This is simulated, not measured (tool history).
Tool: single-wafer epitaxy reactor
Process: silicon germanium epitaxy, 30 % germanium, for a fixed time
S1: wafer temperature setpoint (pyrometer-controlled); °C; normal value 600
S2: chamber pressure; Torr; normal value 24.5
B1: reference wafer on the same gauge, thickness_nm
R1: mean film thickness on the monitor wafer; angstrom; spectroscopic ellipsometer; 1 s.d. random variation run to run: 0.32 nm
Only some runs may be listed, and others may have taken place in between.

run	hour	S1	S2	B1	R1
1	0.0	604	24.5	53.869	654.90
2	82.8	610	24.5	53.802	727.00
3	104.7	610	24.5	53.684	722.64
4	125.6	608	24.5	53.609	704.35
5	158.1	608	24.5	53.487	701.21
6	185.8	608	24.5	53.430	702.84
7	199.9	600	24.5	53.406	606.23
8	227.5	603	21.4	53.304	613.69
9	259.3	603	21.4	53.336	616.31
10	276.2	603	21.4	53.346	617.23
11	289.4	600	24.5	53.310	607.60
12	316.7	600	24.5	53.104	608.87
13	330.2	600	24.5	53.209	607.97
14	342.3	600	24.5	54.415	614.43
15	367.4	607	24.5	54.278	695.32
16	385.9	600	26.6	54.221	633.10
17	447.9	600	29.0	54.053	648.10
18	482.1	600	24.5	53.879	617.75
19	509.4	586	20.2	53.872	449.03
20	528.4	600	24.5	53.845	619.17
21	546.5	594	27.5	53.922	571.31
22	557.1	600	24.5	53.785	613.80
23	584.8	600	24.5	53.765	617.14
24	608.0	600	24.5	53.787	619.69
25	639.7	615	29.5	53.700	838.81
26	655.3	600	26.3	53.619	622.41
27	672.2	595	27.6	53.499	578.90
28	704.6	600	19.4	53.544	568.41
29	731.0	606	21.6	53.417	647.23
30	759.0	600	24.5	53.433	608.02

Between the runs listed above, the log contained 4 entries, not reproduced here. Where in the sequence does each belong, and how does what the log doesn't record of the tool's condition differ from the listed run before to the listed run after?
Between runs 8 and 9: pyrometer calibrated (hour 258.8)
  gauge reads high (%): -1.53 -> -1.66
  measured minus no-state result, R1: -9.56 -> -10.42 angstrom
Between runs 13 and 14: gauge calibrated (hour 336.2)
  gauge reads high (%): -1.94 -> 0.152
  measured minus no-state result, R1: -12.05 -> +0.93 angstrom
Between runs 17 and 18: capacitance manometer re-zeroed and calibrated (hour 481.5)
  gauge reads high (%): -0.271 -> -0.408
  measured minus no-state result, R1: -1.76 -> -2.53 angstrom
Between runs 20 and 21: showerhead replaced (hour 546.0)
  gauge reads high (%): -0.593 -> -0.665
  measured minus no-state result, R1: -3.69 -> -3.83 angstrom
